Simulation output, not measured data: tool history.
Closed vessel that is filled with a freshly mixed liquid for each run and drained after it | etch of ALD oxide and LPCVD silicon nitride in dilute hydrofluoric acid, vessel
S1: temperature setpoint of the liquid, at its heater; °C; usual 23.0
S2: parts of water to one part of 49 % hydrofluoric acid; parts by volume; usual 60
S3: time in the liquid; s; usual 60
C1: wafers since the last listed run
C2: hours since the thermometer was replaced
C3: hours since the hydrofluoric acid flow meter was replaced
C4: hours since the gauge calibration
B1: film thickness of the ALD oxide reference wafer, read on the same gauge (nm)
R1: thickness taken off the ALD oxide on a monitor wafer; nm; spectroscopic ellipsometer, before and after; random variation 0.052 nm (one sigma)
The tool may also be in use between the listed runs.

Run 1, hour 0.0: usual settings but S3 35 s; C1 0; C2 576.7; C3 191.8; C4 395.3; B1 102.85. Result: R1 5.85 nm.
Run 2, hour 52.9: usual settings; C1 3644; C2 629.6; C3 244.7; C4 448.2; B1 103.03. Result: R1 10.08 nm.
Run 3, hour 101.2: usual settings; C1 3327; C2 677.9; C3 293.0; C4 496.5; B1 103.19. Result: R1 10.15 nm.
Run 4, hour 149.1: usual settings; C1 3299; C2 725.8; C3 340.9; C4 544.4; B1 103.35. Result: R1 10.14 nm.
Run 5, hour 197.5: usual settings; C1 3334; C2 774.2; C3 389.3; C4 592.8; B1 103.43. Result: R1 10.20 nm.
Run 6, hour 257.8: usual settings; C1 4153; C2 834.5; C3 449.6; C4 653.1; B1 103.48. Result: R1 10.16 nm.
Run 7, hour 318.7: usual settings; C1 4195; C2 895.4; C3 510.5; C4 714.0; B1 103.65. Result: R1 10.12 nm.
Run 8, hour 353.4: usual settings; C1 2390; C2 930.1; C3 545.2; C4 748.7; B1 103.74. Result: R1 10.17 nm.
Run 9, hour 449.2: usual settings; C1 6599; C2 1025.9; C3 641.0; C4 844.5; B1 103.75. Result: R1 10.15 nm.
At hour 488.1: hydrofluoric acid flow meter replaced.
Run 10, hour 502.7: usual settings; C1 3616; C2 1079.4; C3 14.6; C4 898.0; B1 103.83. Result: R1 10.09 nm.
At hour 513.7: gauge calibrated.
Run 11, hour 556.5: usual settings; C1 3706; C2 1133.2; C3 68.4; C4 42.8; B1 100.47. Result: R1 9.85 nm.
Run 12, hour 606.7: usual settings; C1 3458; C2 1183.4; C3 118.6; C4 93.0; B1 100.93. Result: R1 9.81 nm.
At hour 658.5: thermometer replaced.
Run 13, hour 670.8: usual settings but S1 21.0 °C, S2 90 parts by volume, S3 90 s; C1 4346; C2 12.3; C3 182.7; C4 157.1; B1 101.49. Result: R1 8.85 nm.
Run 14, hour 717.7: usual settings but S1 21.5 °C; C1 3230; C2 59.2; C3 229.6; C4 204.0; B1 101.84. Result: R1 9.31 nm.
Run 15, hour 753.4: usual settings but S1 18.0 °C; C1 2459; C2 94.9; C3 265.3; C4 239.7; B1 102.11. Result: R1 7.99 nm.
Run 16, hour 809.3: usual settings; C1 3850; C2 150.8; C3 321.2; C4 295.6; B1 102.34. Result: R1 9.97 nm.

Forecast run 17:
Run 17, hour 847.3: usual settings but S1 24.5 °C, S2 70 parts by volume; C1 2617; C2 188.8; C3 359.2; C4 333.6; B1 ?. Result: R1 ?.

{"run 17": {"B1": 102.58, "R1": 9.0}}
Without the tool's hidden state the same run would have given R1 8.77 nm.

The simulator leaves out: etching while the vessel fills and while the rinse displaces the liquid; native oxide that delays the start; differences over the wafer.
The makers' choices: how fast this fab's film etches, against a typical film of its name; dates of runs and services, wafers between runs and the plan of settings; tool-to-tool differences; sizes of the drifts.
